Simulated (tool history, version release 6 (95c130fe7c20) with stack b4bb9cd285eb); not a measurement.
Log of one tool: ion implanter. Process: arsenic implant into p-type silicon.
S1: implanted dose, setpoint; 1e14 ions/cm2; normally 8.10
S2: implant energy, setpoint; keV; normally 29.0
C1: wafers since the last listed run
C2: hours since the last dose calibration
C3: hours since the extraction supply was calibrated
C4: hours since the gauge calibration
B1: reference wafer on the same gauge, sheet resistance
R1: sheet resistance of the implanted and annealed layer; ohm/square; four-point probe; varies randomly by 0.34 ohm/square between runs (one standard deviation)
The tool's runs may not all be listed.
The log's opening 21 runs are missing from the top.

Run 22, day 42.025: usual settings but S1 10.47 1e14 ions/cm2, S2 35.0 keV; C1 1188; C2 1070.7; C3 106.5; C4 220.5; B1 152.96. Result: R1 115.94 ohm/square.
At day 42.575: Faraday cup replaced and dose calibrated.
Run 23, day 44.850: usual settings; C1 1401; C2 54.6; C3 174.3; C4 288.3; B1 152.95. Result: R1 143.91 ohm/square.
Run 24, day 47.350: usual settings; C1 1406; C2 114.6; C3 234.3; C4 348.3; B1 153.05. Result: R1 144.34 ohm/square.
Run 25, day 49.404: usual settings but S1 9.01 1e14 ions/cm2, S2 19.5 keV; C1 1155; C2 163.9; C3 283.6; C4 397.6; B1 153.00. Result: R1 151.47 ohm/square.
Run 26, day 51.808: usual settings but S1 10.04 1e14 ions/cm2, S2 23.5 keV; C1 1352; C2 221.6; C3 341.3; C4 455.3; B1 153.03. Result: R1 135.44 ohm/square.
Run 27, day 59.850: usual settings but S1 9.02 1e14 ions/cm2, S2 33.0 keV; C1 4524; C2 414.6; C3 534.3; C4 648.3; B1 152.92. Result: R1 130.19 ohm/square.
Run 28, day 63.758: usual settings; C1 2198; C2 508.4; C3 628.1; C4 742.1; B1 153.02. Result: R1 144.40 ohm/square.
Run 29, day 65.962: usual settings but S1 8.72 1e14 ions/cm2, S2 36.0 keV; C1 1240; C2 561.3; C3 681.0; C4 795.0; B1 152.94. Result: R1 129.79 ohm/square.
Run 30, day 67.079: usual settings but S1 6.68 1e14 ions/cm2, S2 22.0 keV; C1 628; C2 588.1; C3 707.8; C4 821.8; B1 153.00. Result: R1 173.70 ohm/square.
Run 31, day 68.854: usual settings but S1 9.05 1e14 ions/cm2, S2 23.5 keV; C1 998; C2 630.7; C3 750.4; C4 864.4; B1 152.98. Result: R1 142.99 ohm/square.
Run 32, day 70.054: usual settings but S2 33.5 keV; C1 675; C2 659.5; C3 779.2; C4 893.2; B1 153.04. Result: R1 138.60 ohm/square.
Run 33, day 71.754: usual settings but S2 35.5 keV; C1 956; C2 700.3; C3 820.0; C4 934.0; B1 153.12. Result: R1 136.61 ohm/square.
Run 34, day 74.262: usual settings but S2 21.0 keV; C1 1411; C2 760.5; C3 880.2; C4 994.2; B1 153.06. Result: R1 156.07 ohm/square.

Alternative continuations, all from the tool just after run 34; predict every row:
Run A, day 74.279: usual settings but S2 25.5 keV; C1 9; C2 760.9; C3 880.6; C4 994.6; B1 ?. Result: R1 ?.
Run B, day 74.279: usual settings but S1 5.97 1e14 ions/cm2; C1 9; C2 760.9; C3 880.6; C4 994.6; B1 ?. Result: R1 ?.
Run C, day 74.279: usual settings but S1 6.21 1e14 ions/cm2, S2 24.5 keV; C1 9; C2 760.9; C3 880.6; C4 994.6; B1 ?. Result: R1 ?.

run      B1      R1
  A  152.95  149.22
  B  152.95  178.46
  C  152.95  179.04
Without the tool's unlogged condition, the same runs would have read:
run      R1
  A  150.27
  B  179.94
  C  180.44

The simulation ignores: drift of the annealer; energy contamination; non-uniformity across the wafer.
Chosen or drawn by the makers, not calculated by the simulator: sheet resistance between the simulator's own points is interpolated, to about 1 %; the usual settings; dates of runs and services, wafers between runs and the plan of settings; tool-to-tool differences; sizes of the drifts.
